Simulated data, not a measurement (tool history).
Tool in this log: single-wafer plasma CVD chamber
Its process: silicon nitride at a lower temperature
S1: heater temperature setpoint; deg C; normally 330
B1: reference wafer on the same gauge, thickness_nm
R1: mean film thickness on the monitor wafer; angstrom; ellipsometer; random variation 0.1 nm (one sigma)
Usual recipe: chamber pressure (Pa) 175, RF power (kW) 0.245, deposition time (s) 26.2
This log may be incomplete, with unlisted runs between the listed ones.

{"run": 1, "hour": 0.0, "S1": 330, "chamber pressure (Pa)": 175, "RF power (kW)": 0.22, "deposition time (s)": 27.6, "B1": 28.408, "R1": 235.09}
{"run": 2, "hour": 56.9, "S1": 330, "chamber pressure (Pa)": 175, "RF power (kW)": 0.22, "deposition time (s)": 27.6, "B1": 28.402, "R1": 234.51}
{"run": 3, "hour": 93.1, "S1": 330, "chamber pressure (Pa)": 185, "RF power (kW)": 0.245, "deposition time (s)": 26.2, "B1": 28.401, "R1": 251.51}
{"run": 4, "hour": 157.7, "S1": 330, "chamber pressure (Pa)": 196, "RF power (kW)": 0.245, "deposition time (s)": 27.4, "B1": 28.403, "R1": 268.18}
{"run": 5, "hour": 211.4, "S1": 330, "chamber pressure (Pa)": 196, "RF power (kW)": 0.245, "deposition time (s)": 27.4, "B1": 28.414, "R1": 269.56}
{"hour": 224.1, "done": "thermocouple changed; heater temperature recalibrated"}
{"run": 6, "hour": 247.1, "S1": 330, "chamber pressure (Pa)": 196, "RF power (kW)": 0.245, "deposition time (s)": 27.4, "B1": 28.41, "R1": 267.07}
{"run": 7, "hour": 289.0, "S1": 327, "chamber pressure (Pa)": 175, "RF power (kW)": 0.21, "deposition time (s)": 26.2, "B1": 28.401, "R1": 209.77}
{"run": 8, "hour": 314.0, "S1": 327, "chamber pressure (Pa)": 175, "RF power (kW)": 0.21, "deposition time (s)": 26.2, "B1": 28.402, "R1": 209.04}
{"run": 9, "hour": 347.0, "S1": 327, "chamber pressure (Pa)": 175, "RF power (kW)": 0.21, "deposition time (s)": 26.2, "B1": 28.401, "R1": 208.92}
{"hour": 397.6, "done": "capacitance manometer re-zeroed and calibrated"}
{"run": 10, "hour": 414.8, "S1": 324, "chamber pressure (Pa)": 175, "RF power (kW)": 0.255, "deposition time (s)": 26.2, "B1": 28.394, "R1": 262.44}
{"run": 11, "hour": 445.1, "S1": 324, "chamber pressure (Pa)": 175, "RF power (kW)": 0.255, "deposition time (s)": 26.2, "B1": 28.389, "R1": 262.87}
{"run": 12, "hour": 470.4, "S1": 336, "chamber pressure (Pa)": 152, "RF power (kW)": 0.22, "deposition time (s)": 21.1, "B1": 28.408, "R1": 171.18}
{"run": 13, "hour": 541.9, "S1": 325, "chamber pressure (Pa)": 175, "RF power (kW)": 0.245, "deposition time (s)": 26.2, "B1": 28.374, "R1": 250.02}
{"hour": 543.4, "done": "gauge calibrated"}
{"hour": 594.3, "done": "showerhead replaced"}
{"run": 14, "hour": 595.3, "S1": 316, "chamber pressure (Pa)": 203, "RF power (kW)": 0.215, "deposition time (s)": 29.7, "B1": 28.395, "R1": 268.44}
{"run": 15, "hour": 639.5, "S1": 330, "chamber pressure (Pa)": 175, "RF power (kW)": 0.245, "deposition time (s)": 26.2, "B1": 28.377, "R1": 247.47}
{"hour": 663.4, "done": "RF generator calibrated"}
{"run": 16, "hour": 685.2, "S1": 321, "chamber pressure (Pa)": 175, "RF power (kW)": 0.245, "deposition time (s)": 21.1, "B1": 28.397, "R1": 210.36}
{"run": 17, "hour": 709.5, "S1": 324, "chamber pressure (Pa)": 175, "RF power (kW)": 0.285, "deposition time (s)": 26.2, "B1": 28.382, "R1": 299.58}
{"run": 18, "hour": 778.3, "S1": 319, "chamber pressure (Pa)": 199, "RF power (kW)": 0.28, "deposition time (s)": 26.2, "B1": 28.407, "R1": 310.7}
{"run": 19, "hour": 836.2, "S1": 345, "chamber pressure (Pa)": 175, "RF power (kW)": 0.245, "deposition time (s)": 23.8, "B1": 28.393, "R1": 233.36}
{"run": 20, "hour": 874.5, "S1": 330, "chamber pressure (Pa)": 175, "RF power (kW)": 0.245, "deposition time (s)": 26.2, "B1": 28.392, "R1": 258.53}
{"run": 21, "hour": 921.6, "S1": 330, "chamber pressure (Pa)": 175, "RF power (kW)": 0.245, "deposition time (s)": 28.6, "B1": 28.397, "R1": 283.14}
{"run": 22, "hour": 948.2, "S1": 318, "chamber pressure (Pa)": 175, "RF power (kW)": 0.245, "deposition time (s)": 26.2, "B1": 28.401, "R1": 259.34}
{"run": 23, "hour": 997.4, "S1": 330, "chamber pressure (Pa)": 175, "RF power (kW)": 0.29, "deposition time (s)": 28.7, "B1": 28.41, "R1": 326.15}
{"run": 24, "hour": 1034.3, "S1": 330, "chamber pressure (Pa)": 175, "RF power (kW)": 0.245, "deposition time (s)": 26.2, "B1": 28.418, "R1": 255.88}
{"run": 25, "hour": 1101.3, "S1": 330, "chamber pressure (Pa)": 175, "RF power (kW)": 0.245, "deposition time (s)": 26.2, "B1": 28.416, "R1": 254.97}
{"run": 26, "hour": 1148.6, "S1": 330, "chamber pressure (Pa)": 175, "RF power (kW)": 0.285, "deposition time (s)": 26.2, "B1": 28.398, "R1": 291.31}
{"run": 27, "hour": 1180.3, "S1": 319, "chamber pressure (Pa)": 175, "RF power (kW)": 0.205, "deposition time (s)": 26.2, "B1": 28.394, "R1": 215.89}

5 options for the next run, each taken on its own from the tool as it stands now. Forecast them:
{"run": "A", "hour": 1180.7, "S1": 330, "chamber pressure (Pa)": 175, "RF power (kW)": 0.245, "deposition time (s)": 26.2, "B1": "?", "R1": "?"}
{"run": "B", "hour": 1180.7, "S1": 334, "chamber pressure (Pa)": 175, "RF power (kW)": 0.21, "deposition time (s)": 26.2, "B1": "?", "R1": "?"}
{"run": "C", "hour": 1180.7, "S1": 330, "chamber pressure (Pa)": 215, "RF power (kW)": 0.245, "deposition time (s)": 29.3, "B1": "?", "R1": "?"}
{"run": "D", "hour": 1180.7, "S1": 330, "chamber pressure (Pa)": 137, "RF power (kW)": 0.245, "deposition time (s)": 26.2, "B1": "?", "R1": "?"}
{"run": "E", "hour": 1180.7, "S1": 330, "chamber pressure (Pa)": 205, "RF power (kW)": 0.245, "deposition time (s)": 24.6, "B1": "?", "R1": "?"}

run=A B1=28.397 R1=254.95
run=B B1=28.397 R1=219.57
run=C B1=28.397 R1=310.54
run=D B1=28.397 R1=224.74
run=E B1=28.397 R1=256.33
Had the tool no hidden state, the same runs would have come out as:
run=A R1=266.11
run=B R1=229.47
run=C R1=323.77
run=D R1=235.27
run=E R1=267.35
